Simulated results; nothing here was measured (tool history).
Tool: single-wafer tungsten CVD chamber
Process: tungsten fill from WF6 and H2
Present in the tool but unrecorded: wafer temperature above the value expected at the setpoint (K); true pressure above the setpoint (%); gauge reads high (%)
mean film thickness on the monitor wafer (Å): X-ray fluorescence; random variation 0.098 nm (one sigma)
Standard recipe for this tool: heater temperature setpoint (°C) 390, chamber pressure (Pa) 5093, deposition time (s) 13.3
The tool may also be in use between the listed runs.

run   hour  heater temperature setpoint (°C)  chamber pressure (Pa)  deposition time (s)  wafers since the last listed run  hours since the last thermocouple change  hours since the last manometer calibration  hours since the showerhead was replaced  hours since the gauge calibration  read-back reference wafer on the same gauge, thickness_nm  mean film thickness on the monitor wafer (Å)
  1    0.0                               381                   5093                 13.3                                 0                                    1218.6                                      1821.0                                   3530.5                              466.5                                                     42.594                                        320.51
  2   16.2                               390                   5093                 15.3                               466                                    1234.8                                      1837.2                                   3546.7                              482.7                                                     42.579                                        433.57
  3   44.4                               390                   5093                 15.3                               811                                    1263.0                                      1865.4                                   3574.9                              510.9                                                     42.577                                        430.77
      63.5  -- gauge calibrated
  4   63.6                               390                   5346                 13.3                               552                                    1282.2                                      1884.6                                   3594.1                                0.1                                                     42.611                                        386.67
  5   81.4                               390                   5346                 13.3                               512                                    1300.0                                      1902.4                                   3611.9                               17.9                                                     42.630                                        385.67
  6  102.3                               390                   5346                 13.3                               601                                    1320.9                                      1923.3                                   3632.8                               38.8                                                     42.559                                        386.26
  7  117.9                               386                   5093                 13.3                               448                                    1336.5                                      1938.9                                   3648.4                               54.4                                                     42.572                                        351.14
  8  130.2                               386                   5093                 13.3                               353                                    1348.8                                      1951.2                                   3660.7                               66.7                                                     42.599                                        348.84
  9  164.2                               386                   5093                 13.3                               978                                    1382.8                                      1985.2                                   3694.7                              100.7                                                     42.591                                        348.49
 10  186.6                               390                   5093                 13.3                               644                                    1405.2                                      2007.6                                   3717.1                              123.1                                                     42.583                                        374.19
 11  206.6                               390                   5093                 13.3                               575                                    1425.2                                      2027.6                                   3737.1                              143.1                                                     42.619                                        376.27
 12  228.5                               390                   5093                 13.3                               630                                    1447.1                                      2049.5                                   3759.0                              165.0                                                     42.577                                        376.13
 13  242.9                               383                   5093                 14.8                               414                                    1461.5                                      2063.9                                   3773.4                              179.4                                                     42.615                                        368.46
 14  258.1                               383                   5093                 14.8                               437                                    1476.7                                      2079.1                                   3788.6                              194.6                                                     42.608                                        369.38
 15  278.3                               390                   5093                 13.3                               581                                    1496.9                                      2099.3                                   3808.8                              214.8                                                     42.579                                        376.04
 16  307.2                               390                   5093                 15.7                               831                                    1525.8                                      2128.2                                   3837.7                              243.7                                                     42.608                                        444.49
 17  338.6                               390                   4360                 15.7                               903                                    1557.2                                      2159.6                                   3869.1                              275.1                                                     42.600                                        407.08
 18  363.0                               390                   4360                 15.7                               702                                    1581.6                                      2184.0                                   3893.5                              299.5                                                     42.611                                        407.30
 19  378.6                               390                   5093                 13.3                               448                                    1597.2                                      2199.6                                   3909.1                              315.1                                                     42.587                                        375.54
 20  391.3                               390                   5866                 13.3                               365                                    1609.9                                      2212.3                                   3921.8                              327.8                                                     42.572                                        404.47
 21  412.1                               397                   5973                 12.0                               598                                    1630.7                                      2233.1                                   3942.6                              348.6                                                     42.613                                        414.43
     427.6  -- capacitance manometer re-zeroed and calibrated
 22  446.9                               399                   5413                 13.3                               771                                    1665.5                                        19.3                                   3977.4                              383.4                                                     42.594                                        469.10
 23  476.0                               390                   5093                 13.3                               837                                    1694.6                                        48.4                                   4006.5                              412.5                                                     42.585                                        388.72
 24  511.5                               385                   4066                 14.0                              1021                                    1730.1                                        83.9                                   4042.0                              448.0                                                     42.596                                        330.80
     543.3  -- showerhead replaced
 25  546.9                               390                   6186                 13.3                               788                                    1765.5                                       119.3                                      3.6                              483.4                                                     42.620                                        427.03
     553.2  -- gauge calibrated
 26  560.8                               390                   5093                 13.3                               399                                    1779.4                                       133.2                                     17.5                                7.6                                                     42.617                                        387.41
 27  582.9                               397                   5826                 13.3                               635                                    1801.5                                       155.3                                     39.6                               29.7                                                     42.599                                        466.02
     620.1  -- thermocouple changed; heater temperature recalibrated
 28  624.8                               401                   6133                 11.8                               975                                       4.7                                       197.2                                     81.5                               71.6                                                     42.608                                        454.47
 29  721.3                               390                   5093                 13.3                              2776                                     101.2                                       293.7                                    178.0                              168.1                                                     42.615                                        383.46
 30  743.6                               378                   4693                 13.3                               641                                     123.5                                       316.0                                    200.3                              190.4                                                     42.613                                        293.99
 31  775.2                               396                   4106                 14.1                               909                                     155.1                                       347.6                                    231.9                              222.0                                                     42.604                                        401.51
 32  799.8                               398                   5093                 13.3                               707                                     179.7                                       372.2                                    256.5                              246.6                                                     42.593                                        440.29
 33  817.7                               400                   6066                 12.4                               515                                     197.6                                       390.1                                    274.4                              264.5                                                     42.580                                        464.57
 34  830.7                               390                   4280                 13.3                               374                                     210.6                                       403.1                                    287.4                              277.5                                                     42.604                                        348.30
 35  862.3                               396                   5413                 13.3                               909                                     242.2                                       434.7                                    319.0                              309.1                                                     42.589                                        439.49

List, for all runs, the conditions of the tool that the log does not record:
wafer temperature above the value expected at the setpoint (K): 0 across all the runs
gauge reads high (%): 0 across all the runs
H1: true pressure above the setpoint (%)
run      H1
  1   -5.53
  2   -5.54
  3   -5.57
  4   -5.59
  5   -5.61
  6   -5.63
  7   -5.64
  8   -5.65
  9   -5.68
 10    -5.7
 11   -5.72
 12   -5.74
 13   -5.75
 14   -5.76
 15   -5.78
 16    -5.8
 17   -5.82
 18   -5.84
 19   -5.85
 20   -5.85
 21   -5.87
 22   0.331
 23   0.034
 24  -0.314
 25  -0.646
 26  -0.773
 27  -0.969
 28   -1.33
 29   -2.08
 30   -2.24
 31   -2.46
 32   -2.63
 33   -2.75
 34   -2.83
 35   -3.03

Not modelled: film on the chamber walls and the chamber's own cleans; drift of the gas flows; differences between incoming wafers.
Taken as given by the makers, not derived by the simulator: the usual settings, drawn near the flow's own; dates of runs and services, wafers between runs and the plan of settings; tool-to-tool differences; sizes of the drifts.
